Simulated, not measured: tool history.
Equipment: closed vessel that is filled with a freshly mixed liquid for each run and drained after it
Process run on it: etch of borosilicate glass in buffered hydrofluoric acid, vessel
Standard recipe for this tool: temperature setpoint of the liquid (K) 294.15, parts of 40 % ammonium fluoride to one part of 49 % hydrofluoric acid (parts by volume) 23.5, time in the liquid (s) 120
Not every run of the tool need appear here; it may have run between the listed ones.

run,day,temperature setpoint of the liquid (K),parts of 40 % ammonium fluoride to one part of 49 % hydrofluoric acid (parts by volume),time in the liquid (s),wafers since the last listed run,hours since the thermometer was replaced,hours since the hydrofluoric acid flow meter was replaced,hours since the gauge calibration,"read-back film thickness of the borosilicate glass reference wafer, read on the same gauge (nm)",thickness taken off the borosilicate glass on a monitor wafer (Å)
1,0,294.15,23.5,120,0,770.2,215.6,541.8,29.98,603.9
2,1.746,294.15,23.5,120,4262,812.1,257.5,583.7,30,587.9
3,5.2,294.15,23.5,120,8432,895,340.4,666.6,29.96,592.3
4,8.512,294.15,23.5,120,8087,974.5,419.9,746.1,30.05,580.5
5,10.521,294.15,23.5,120,4903,1022.7,468.1,794.3,29.99,580.6
6,13.471,294.15,23.5,120,7202,1093.5,538.9,865.1,29.99,574.3
7,17.7,294.15,23.5,120,10324,1195,640.4,966.6,29.99,568.2
8,22.104,294.15,23.5,120,10752,1300.7,746.1,1072.3,29.99,562.3
9,24.008,294.15,23.5,120,4648,1346.4,791.8,1118,29.94,559.7
# day 25.854: hydrofluoric acid flow meter replaced
10,26.812,294.15,23.5,120,6744,1413.7,23,1185.3,30.01,617.7
11,36.162,294.15,23.5,120,22826,1638.1,247.4,1409.7,29.97,592.1
# day 37.704: gauge calibrated
12,43.733,294.15,23.5,120,18483,1819.8,429.1,144.7,29.96,588.3
# day 45.058: thermometer replaced
13,46.325,294.15,23.5,120,6225,30.4,491.3,206.9,29.96,602.1
14,49.283,290.15,23.5,120,7222,101.4,562.3,277.9,29.99,469.8
15,51.362,294.15,23.5,120,5076,151.3,612.2,327.8,30,586.6

Forecast run 16:
16,53.788,294.15,21,160,5920,209.5,670.4,386,?,?

read-back film thickness of the borosilicate glass reference wafer, read on the same gauge (nm): 30.01
thickness taken off the borosilicate glass on a monitor wafer (Å): 841.8
On a tool with no hidden condition, and with the same random variation, this run would have come out at thickness taken off the borosilicate glass on a monitor wafer (Å) 923.5.

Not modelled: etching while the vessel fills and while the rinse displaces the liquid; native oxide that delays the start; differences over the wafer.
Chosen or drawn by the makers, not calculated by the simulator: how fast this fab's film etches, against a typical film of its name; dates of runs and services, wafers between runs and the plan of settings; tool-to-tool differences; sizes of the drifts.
